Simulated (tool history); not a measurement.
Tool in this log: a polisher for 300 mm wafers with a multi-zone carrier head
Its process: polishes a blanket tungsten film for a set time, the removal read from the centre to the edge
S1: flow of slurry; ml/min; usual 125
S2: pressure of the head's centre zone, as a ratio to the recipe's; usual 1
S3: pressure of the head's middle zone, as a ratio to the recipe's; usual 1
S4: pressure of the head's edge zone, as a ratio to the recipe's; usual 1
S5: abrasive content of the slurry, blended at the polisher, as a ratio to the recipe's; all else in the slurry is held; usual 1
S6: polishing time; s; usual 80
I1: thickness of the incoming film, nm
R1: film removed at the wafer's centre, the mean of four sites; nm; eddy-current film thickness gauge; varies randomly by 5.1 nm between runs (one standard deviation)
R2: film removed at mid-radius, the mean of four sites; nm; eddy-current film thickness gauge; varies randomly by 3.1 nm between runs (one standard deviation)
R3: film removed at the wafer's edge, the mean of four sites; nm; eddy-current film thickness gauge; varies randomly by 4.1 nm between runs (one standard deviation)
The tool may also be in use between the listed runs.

Run 1, hour 0: usual settings; I1 1556. Result: R1 489 nm, R2 463 nm, R3 472.1 nm.
Run 2, hour 7.8: usual settings; I1 1566.8. Result: R1 477.6 nm, R2 472.2 nm, R3 471.5 nm.
Run 3, hour 22.1: usual settings; I1 1562.7. Result: R1 484.4 nm, R2 461.9 nm, R3 463.4 nm.
Run 4, hour 34.8: usual settings; I1 1536.8. Result: R1 483.6 nm, R2 467.8 nm, R3 465.1 nm.
At hour 40.1: carrier head's membrane replaced by a new one.
Run 5, hour 46.1: usual settings but S5 0.75; I1 1574.3. Result: R1 465.9 nm, R2 427.1 nm, R3 439.6 nm.
Run 6, hour 83.7: usual settings but S1 160 ml/min, S2 1.05; I1 1574.7. Result: R1 534 nm, R2 481.7 nm, R3 483.6 nm.
At hour 96.1: worn pad replaced by a new one.
Run 7, hour 100.4: usual settings but S1 100 ml/min, S6 93 s; I1 1537.5. Result: R1 550.4 nm, R2 526.6 nm, R3 527.8 nm.
Run 8, hour 107.8: usual settings but S3 1.1, S4 1.11, S5 1.2, S6 56 s; I1 1547.4. Result: R1 365.5 nm, R2 367.9 nm, R3 363.2 nm.
At hour 112.6: slurry nozzle cleaned.
At hour 114: edge zone pressure recalibrated.
Run 9, hour 114.5: usual settings but S2 0.97, S5 1.25; I1 1515.1. Result: R1 503.5 nm, R2 490.5 nm, R3 488.9 nm.
Run 10, hour 122.1: usual settings but S2 0.9; I1 1577. Result: R1 448.9 nm, R2 463.4 nm, R3 470.9 nm.
Run 11, hour 133.9: usual settings but S5 1.25, S6 71 s; I1 1543.7. Result: R1 462 nm, R2 432 nm, R3 446.4 nm.
Run 12, hour 145.5: usual settings but S1 95 ml/min, S3 1.06, S4 0.95, S6 73 s; I1 1517.8. Result: R1 421.4 nm, R2 427.5 nm, R3 402.4 nm.
Run 13, hour 156.9: usual settings but S5 1.15; I1 1556.6. Result: R1 510.1 nm, R2 482.4 nm, R3 482.8 nm.
At hour 163.7: centre zone pressure recalibrated.
Run 14, hour 172: usual settings; I1 1561.3. Result: R1 453.1 nm, R2 463.6 nm, R3 468.7 nm.
Run 15, hour 185.6: usual settings but S3 0.92, S5 1.3, S6 67 s; I1 1553. Result: R1 395.3 nm, R2 388.6 nm, R3 424.6 nm.
Run 16, hour 198.1: usual settings; I1 1556.7. Result: R1 446.2 nm, R2 460.1 nm, R3 470.9 nm.
At hour 208.1: worn pad replaced by a new one.
Run 17, hour 208.6: usual settings; I1 1570.3. Result: R1 462.7 nm, R2 460.7 nm, R3 469 nm.
Run 18, hour 248.3: usual settings but S1 160 ml/min, S3 1.03, S4 0.9, S6 99 s; I1 1536.5. Result: R1 589.2 nm, R2 612.8 nm, R3 574.3 nm.
Run 19, hour 256.6: usual settings but S1 95 ml/min, S3 1.04, S5 1.2, S6 62 s; I1 1521.1. Result: R1 361.3 nm, R2 372.7 nm, R3 373.1 nm.
Run 20, hour 267.7: usual settings but S1 145 ml/min; I1 1544.2. Result: R1 460.2 nm, R2 467.1 nm, R3 480.2 nm.
Run 21, hour 285.2: usual settings but S1 170 ml/min; I1 1568.6. Result: R1 476.8 nm, R2 476.9 nm, R3 491.8 nm.

Each row is a separate what-if for the run after 21, all from the same tool condition, not one after another. Results?
Run A, hour 285.6: usual settings; I1 1542.6. Result: R1 ?, R2 ?, R3 ?.
Run B, hour 285.6: usual settings but S4 0.92, S5 1.3; I1 1542.6. Result: R1 ?, R2 ?, R3 ?.
Run C, hour 285.6: usual settings but S2 0.95, S3 1.09, S4 0.93, S5 1.2; I1 1542.6. Result: R1 ?, R2 ?, R3 ?.
Run D, hour 285.6: usual settings but S1 165 ml/min, S4 0.93, S5 0.9, S6 100 s; I1 1542.6. Result: R1 ?, R2 ?, R3 ?.

run     R1     R2     R3
  A  458.9  457.4  471.7
  B  488.9  487.4  483.1
  C  456.7  514.5  475.6
  D  584.3  579.6    571
Take away the tool's hidden state, keep each run's random variation, and the runs would have read:
run     R1     R2     R3
  A  453.6  457.5  471.7
  B  483.3  487.4  483.1
  C  451.5  514.5  475.6
  D  577.7  579.7    571
